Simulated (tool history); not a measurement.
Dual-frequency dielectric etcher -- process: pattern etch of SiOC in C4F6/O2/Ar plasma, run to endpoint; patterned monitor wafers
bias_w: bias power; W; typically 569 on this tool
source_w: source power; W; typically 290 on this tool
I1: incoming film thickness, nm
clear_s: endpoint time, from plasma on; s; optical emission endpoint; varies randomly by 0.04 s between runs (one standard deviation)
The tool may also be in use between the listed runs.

Run 1, hour 0: usual settings but bias_w 638 W; I1 37.28. Result: clear_s 12.6 s.
Run 2, hour 61.5: usual settings but bias_w 638 W; I1 37.51. Result: clear_s 12.8 s.
Run 3, hour 227.2: usual settings but bias_w 638 W; I1 37.18. Result: clear_s 12.5 s.
Run 4, hour 314.2: usual settings but source_w 260 W; I1 37.46. Result: clear_s 13.9 s.
Run 5, hour 418: usual settings but source_w 260 W; I1 37.12. Result: clear_s 13.9 s.
Run 6, hour 507.4: usual settings but bias_w 491 W; I1 37.61. Result: clear_s 14.3 s.
Run 7, hour 558.2: usual settings but bias_w 491 W; I1 37.43. Result: clear_s 14.2 s.
Run 8, hour 600.7: usual settings but bias_w 491 W; I1 37.37. Result: clear_s 14.2 s.
Run 9, hour 696.8: usual settings but source_w 240 W; I1 37.35. Result: clear_s 14.3 s.
Run 10, hour 764.1: usual settings but source_w 240 W; I1 37.12. Result: clear_s 14.6 s.
Run 11, hour 828.7: usual settings but bias_w 464 W; I1 37.46. Result: clear_s 14.8 s.
Run 12, hour 929.8: usual settings but bias_w 464 W; I1 37.47. Result: clear_s 14.6 s.
Run 13, hour 1002.6: usual settings; I1 37.17. Result: clear_s 13.3 s.
Run 14, hour 1084.7: usual settings; I1 37.18. Result: clear_s 13.2 s.
Run 15, hour 1162.2: usual settings; I1 37.58. Result: clear_s 13.3 s.
Run 16, hour 1489: usual settings; I1 37.53. Result: clear_s 13.6 s.
Run 17, hour 1545.1: usual settings but source_w 240 W; I1 37.47. Result: clear_s 14.9 s.
Run 18, hour 1626.2: usual settings but bias_w 666 W; I1 37.48. Result: clear_s 12.5 s.
Run 19, hour 1691.2: usual settings; I1 37.38. Result: clear_s 13.4 s.
Run 20, hour 1789.2: usual settings but bias_w 459 W, source_w 360 W; I1 36.9. Result: clear_s 13.2 s.
Run 21, hour 1875.1: usual settings but bias_w 666 W, source_w 330 W; I1 36.94. Result: clear_s 11.6 s.
Run 22, hour 1977: usual settings but source_w 330 W; I1 37.34. Result: clear_s 12.5 s.
Run 23, hour 2064: usual settings but bias_w 710 W, source_w 320 W; I1 37.41. Result: clear_s 11.5 s.
Run 24, hour 2109: usual settings but bias_w 520 W, source_w 230 W; I1 37.19. Result: clear_s 15.6 s.
Run 25, hour 2273.1: usual settings but source_w 260 W; I1 37.63. Result: clear_s 14.1 s.
Run 26, hour 2363.4: usual settings; I1 37.15. Result: clear_s 13.4 s.
Run 27, hour 2401.1: usual settings but bias_w 530 W, source_w 330 W; I1 37.31. Result: clear_s 13.1 s.
Run 28, hour 2467.3: usual settings but source_w 270 W; I1 37.29. Result: clear_s 13.9 s.
Run 29, hour 2568.2: usual settings but source_w 350 W; I1 37.36. Result: clear_s 12.3 s.
Run 30, hour 2661.6: usual settings but source_w 310 W; I1 37.5. Result: clear_s 13.1 s.
Run 31, hour 2724.9: usual settings but bias_w 701 W, source_w 250 W; I1 37.07. Result: clear_s 12.6 s.
Run 32, hour 3029.2: usual settings but bias_w 666 W, source_w 320 W; I1 37.83. Result: clear_s 11.7 s.
Run 33, hour 3107.3: usual settings but bias_w 455 W, source_w 230 W; I1 37.59. Result: clear_s 16.4 s.
Run 34, hour 3202: usual settings; I1 37.19. Result: clear_s 13.4 s.
Run 35, hour 3268.7: usual settings but bias_w 626 W, source_w 340 W; I1 37.37. Result: clear_s 11.9 s.

Missing from the log above: 8 entries noted between runs. For each, name the pair of listed runs it sits between and say how the tool's hidden condition differs from the listed run just before to the listed run just after:
After run 8, before run 9: bias power generator calibrated (hour 629.8)
  etch rate over this chamber's usual, %: 2.71 -> 3.03; bias power that arrives over what is set, %: -4.05 -> -0.704
After run 9, before run 10: wet clean of the chamber (hour 763.6)
  etch rate over this chamber's usual, %: 3.03 -> 0.119; bias power that arrives over what is set, %: -0.704 -> -1.1
After run 15, before run 16: source power generator calibrated (hour 1404.8); upper electrode replaced (hour 1406.6); wet clean of the chamber (hour 1488.5)
  etch rate over this chamber's usual, %: 1.46 -> -0.122; bias power that arrives over what is set, %: -2.77 -> -3.56
After run 25, before run 26: wet clean of the chamber (hour 2350.9)
  etch rate over this chamber's usual, %: 2.51 -> 0.278; bias power that arrives over what is set, %: -4.42 -> -4.46
After run 30, before run 31: bias power generator calibrated (hour 2722.3)
  etch rate over this chamber's usual, %: 1.28 -> 1.49; bias power that arrives over what is set, %: -4.58 -> -0.146
After run 33, before run 34: wet clean of the chamber (hour 3155.9)
  etch rate over this chamber's usual, %: 2.78 -> 0.0687; bias power that arrives over what is set, %: -2.13 -> -2.47
